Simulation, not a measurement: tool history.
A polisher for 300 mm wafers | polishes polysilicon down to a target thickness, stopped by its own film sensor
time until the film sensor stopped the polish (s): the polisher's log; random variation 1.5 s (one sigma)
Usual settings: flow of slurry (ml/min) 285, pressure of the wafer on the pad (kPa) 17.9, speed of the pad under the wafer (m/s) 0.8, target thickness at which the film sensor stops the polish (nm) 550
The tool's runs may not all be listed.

run    hour  flow of slurry (ml/min)  pressure of the wafer on the pad (kPa)  speed of the pad under the wafer (m/s)  target thickness at which the film sensor stops the polish (nm)  wafers since the last listed run  wafers polished on this pad  hours since the slurry nozzle was cleaned  hours since the head pressure was calibrated  incoming thickness of the incoming film, nm  time until the film sensor stopped the polish (s)
  1       0                      285                                    17.9                                     0.8                                                              550                                 0                         5546                                      481.4                                           591                                       1040.5                                               95.6
        6.7  -- worn pad replaced by a new one
  2    93.5                      285                                    17.9                                       1                                                              550                              1016                          985                                      574.9                                         684.5                                       1048.4                                               73.7
  3   165.6                      285                                    17.9                                     0.8                                                              550                               819                         1804                                        647                                         756.6                                       1035.6                                               82.8
      224.7  -- slurry nozzle cleaned
  4   266.6                      285                                    17.9                                     0.8                                                              550                              1136                         2941                                       41.9                                         857.6                                       1031.3                                                 86
      309.7  -- head pressure recalibrated
  5   340.1                      285                                    17.9                                     0.6                                                              550                               812                         3753                                      115.4                                          30.4                                       1054.1                                              117.6
  6   397.2                      285                                    17.9                                     0.6                                                              550                               648                         4402                                      172.5                                          87.5                                       1026.1                                              114.3
  7   451.4                      285                                    17.9                                     0.6                                                              550                               615                         5018                                      226.7                                         141.7                                       1044.2                                              118.7
  8     504                      345                                    16.5                                     0.8                                                              550                               597                         5615                                      279.3                                         194.3                                       1058.2                                              102.3
      517.5  -- worn pad replaced by a new one
  9   593.5                      345                                    16.5                                     0.8                                                              550                               971                          863                                      368.8                                         283.8                                       1042.3                                               91.4
 10   671.7                      345                                    16.5                                     0.8                                                              550                               888                         1752                                        447                                           362                                       1035.9                                               90.3
 11   752.7                      285                                    20.7                                     0.8                                                              550                               920                         2672                                        528                                           443                                       1044.1                                               75.9
 12   834.7                      285                                    17.9                                     0.8                                                              550                               931                         3604                                        610                                           525                                       1046.9                                               90.6
      976.5  -- slurry nozzle cleaned
      988.4  -- worn pad replaced by a new one
 13    1142                      285                                    17.9                                     0.8                                                              550                              3434                         1744                                      165.5                                         832.3                                       1063.2                                               92.5
 14  1195.8                      240                                    23.4                                       1                                                              697                               611                         2356                                      219.3                                         886.1                                         1057                                               42.6
 15  1259.7                      285                                    17.9                                     0.8                                                              550                               726                         3082                                      283.2                                           950                                         1052                                               92.6
 16  1302.6                      285                                    17.9                                     0.9                                                              550                               487                         3569                                      326.1                                         992.9                                       1050.7                                               83.6
       1312  -- head pressure recalibrated
 17  1361.3                      285                                    17.9                                    0.66                                                              550                               644                         4213                                      384.8                                          49.3                                         1066                                              111.7
       1386  -- worn pad replaced by a new one
     1558.5  -- slurry nozzle cleaned
 18    1653                      285                                    17.9                                     0.8                                                              550                              3257                         3022                                       94.5                                           341                                       1027.3                                               88.1
 19  1723.7                      215                                    17.9                                     0.8                                                              605                               803                         3826                                      165.2                                         411.7                                       1056.4                                               86.9
 20  1794.6                      285                                    17.9                                    0.98                                                              388                               805                         4631                                      236.1                                         482.6                                       1051.2                                              105.6
     1841.9  -- worn pad replaced by a new one
 21    1867                      285                                    17.9                                     0.8                                                              550                               777                          285                                      308.5                                           555                                       1036.9                                               82.8

Run 22 comes next. What will it give?
 22  1915.3                      360                                    17.9                                     0.8                                                              550                               548                          834                                      356.8                                         603.3                                       1069.4                                                  ?

time until the film sensor stopped the polish (s): 89.8
Without the tool's hidden state the same run would have given time until the film sensor stopped the polish (s) 86.3.

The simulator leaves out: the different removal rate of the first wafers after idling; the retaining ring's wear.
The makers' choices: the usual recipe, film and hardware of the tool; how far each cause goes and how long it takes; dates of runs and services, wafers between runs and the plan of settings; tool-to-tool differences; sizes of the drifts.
